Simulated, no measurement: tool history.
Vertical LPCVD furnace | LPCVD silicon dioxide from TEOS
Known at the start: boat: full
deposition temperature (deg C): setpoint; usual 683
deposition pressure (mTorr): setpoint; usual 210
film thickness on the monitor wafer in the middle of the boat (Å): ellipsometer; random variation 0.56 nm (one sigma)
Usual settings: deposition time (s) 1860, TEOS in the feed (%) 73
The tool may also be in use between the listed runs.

run,hour,deposition temperature (deg C),deposition pressure (mTorr),deposition time (s),TEOS in the feed (%),"read-back reference wafer on the same gauge, thickness",film thickness on the monitor wafer in the middle of the boat (Å)
1,0.0,683,210,1860,73,137.04,1412.5
2,71.7,683,210,1860,73,136.96,1422.5
3,131.9,683,240,1860,73,137.12,1523.7
4,196.4,683,210,1860,80,137.00,1508.0
# hour 267.6: thermocouples replaced and temperature profile calibrated
5,268.1,683,210,1860,80,137.17,1388.9
6,279.6,686,210,1860,73,137.01,1443.8
7,338.6,683,175,1860,73,137.03,1220.8
8,404.4,683,210,1860,73,136.92,1329.9
9,432.3,678,250,1860,73,136.87,1302.6
# hour 466.5: pressure gauge zeroed
10,480.4,683,165,1860,73,136.87,1186.5
# hour 511.8: TEOS flow controller replaced
# hour 513.0: gauge calibrated
11,543.3,671,160,1860,61,137.01,796.8
12,604.1,673,185,2490,86,137.07,1426.0
13,649.8,683,210,1860,73,136.87,1338.3
14,678.1,683,210,2580,73,137.23,1862.9

The same runs without the tool's hidden state, with the same run-to-run variation:
The hidden state here: true tube temperature minus thermocouple reading, K; true pressure minus gauge reading, mTorr; deviation of the TEOS flow from its setpoint, %; gauge reads high (%).
run,film thickness on the monitor wafer in the middle of the boat (Å)
1,1316.7
2,1319.5
3,1407.4
4,1386.5
5,1376.0
6,1430.4
7,1209.3
8,1317.1
9,1289.6
10,1174.5
11,788.1
12,1409.5
13,1322.5
14,1840.1

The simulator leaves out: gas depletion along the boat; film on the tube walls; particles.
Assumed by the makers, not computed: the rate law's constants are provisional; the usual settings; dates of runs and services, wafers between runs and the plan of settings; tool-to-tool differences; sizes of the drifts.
